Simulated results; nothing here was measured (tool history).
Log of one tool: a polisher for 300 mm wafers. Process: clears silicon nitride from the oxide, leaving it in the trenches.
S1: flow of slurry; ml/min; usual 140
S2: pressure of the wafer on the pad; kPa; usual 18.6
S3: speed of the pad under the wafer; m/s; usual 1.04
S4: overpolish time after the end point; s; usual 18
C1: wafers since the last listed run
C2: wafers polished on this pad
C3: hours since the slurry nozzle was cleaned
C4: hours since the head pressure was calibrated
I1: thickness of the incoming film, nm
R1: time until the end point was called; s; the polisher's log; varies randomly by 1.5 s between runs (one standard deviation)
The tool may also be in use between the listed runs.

run	hour	S1	S2	S3	S4	C1	C2	C3	C4	I1	R1
1	0.0	140	18.6	1.04	18	0	1056	218.5	341.4	112.3	138.6
2	25.0	140	21.4	1.04	18	109	1166	243.5	366.4	112.0	117.1
3	93.4	140	21.4	1.04	18	298	1464	311.9	434.8	110.3	119.2
4	144.6	140	18.6	1.04	18	223	1688	363.1	486.0	110.4	136.2
# hour 212.2: slurry nozzle cleaned
# hour 265.8: worn pad replaced by a new one
5	318.3	140	18.6	1.04	18	736	229	106.1	659.7	110.7	129.0
6	373.3	160	15.9	1.04	18	240	469	161.1	714.7	110.1	149.6
7	444.1	140	18.6	0.90	11	309	778	231.9	785.5	108.8	150.7
# hour 455.2: head pressure recalibrated
8	509.3	140	18.6	1.04	18	275	1054	297.1	54.1	110.0	137.4
9	634.2	140	18.6	1.04	18	545	1599	422.0	179.0	107.9	132.7
# hour 671.0: slurry nozzle cleaned
10	702.2	140	18.6	1.04	18	292	1892	31.2	247.0	111.6	130.0
# hour 752.6: worn pad replaced by a new one
11	856.7	140	22.1	1.20	18	656	454	185.7	401.5	110.5	99.1
12	906.0	140	22.1	1.20	18	215	669	235.0	450.8	110.2	100.0
13	940.5	140	22.1	1.20	18	150	820	269.5	485.3	109.8	98.6
14	982.3	140	18.6	1.04	10	182	1002	311.3	527.1	110.4	136.4
15	1053.2	140	18.6	1.04	10	309	1312	382.2	598.0	110.1	132.9
# hour 1080.1: slurry nozzle cleaned
16	1101.9	165	15.9	1.22	8	208	1520	21.8	646.7	111.2	127.3
17	1153.3	140	18.6	1.04	18	224	1745	73.2	698.1	111.4	131.6
# hour 1178.6: head pressure recalibrated
18	1204.0	140	22.1	0.68	24	212	1957	123.9	25.4	108.7	156.5
# hour 1214.7: worn pad replaced by a new one, of another model than before
19	1234.0	140	22.8	1.04	22	113	84	153.9	55.4	109.5	123.7
20	1304.0	140	18.6	1.04	18	305	390	223.9	125.4	108.0	143.3
21	1366.1	180	22.1	0.86	18	271	661	286.0	187.5	111.4	135.8
22	1428.3	120	22.8	1.18	23	271	932	348.2	249.7	110.9	130.1
23	1456.3	140	18.6	1.04	18	122	1054	376.2	277.7	111.1	147.9
# hour 1463.2: slurry nozzle cleaned
24	1481.4	140	18.6	1.04	18	105	1160	18.2	302.8	108.4	124.4
25	1524.1	140	18.6	1.04	18	186	1346	60.9	345.5	111.0	132.2
26	1573.2	90	23.4	1.38	12	214	1560	110.0	394.6	110.8	118.7
# hour 1624.5: worn pad replaced by a new one
27	1633.7	100	18.6	1.04	28	246	40	170.5	455.1	108.7	154.1
28	1667.3	140	18.6	1.04	18	146	186	204.1	488.7	112.1	143.1
29	1732.8	140	18.6	0.90	11	285	472	269.6	554.2	110.5	157.8
30	1758.8	140	18.6	0.78	18	113	586	295.6	580.2	108.8	169.0
31	1812.3	190	13.8	1.34	25	233	819	349.1	633.7	109.6	132.5
# hour 1839.9: head pressure recalibrated
32	1862.2	170	24.1	1.18	18	209	1028	399.0	22.3	112.2	111.0
33	1889.3	140	18.6	1.04	18	118	1147	426.1	49.4	111.1	147.8
# hour 1964.8: slurry nozzle cleaned
34	2018.7	140	15.9	1.04	26	560	1707	53.9	178.8	107.8	136.7
# hour 2038.7: worn pad replaced by a new one
35	2044.2	140	16.5	0.76	18	93	23	79.4	204.3	110.4	164.6

Exercise: give the hidden state of the tool at every run:
removal rate lost through wear of the pad, %: 0, the same for each run
deviation of the head's pressure from its setpoint, %: 0, the same for each run
H1: slurry flow missing at the pad, %
run	H1
1	34.2
2	35.7
3	38.7
4	40.2
5	22.1
6	28.5
7	33.9
8	37
9	40.3
10	8.18
11	30.2
12	33.6
13	35.4
14	37.1
15	39.1
16	8.66
17	19.3
18	26.7
19	30.1
20	35.7
21	38.9
22	41
23	41.7
24	7.99
25	17.3
26	25.1
27	31.9
28	34.6
29	38.4
30	39.5
31	41.2
32	42.4
33	42.8
34	14.5
35	19.1
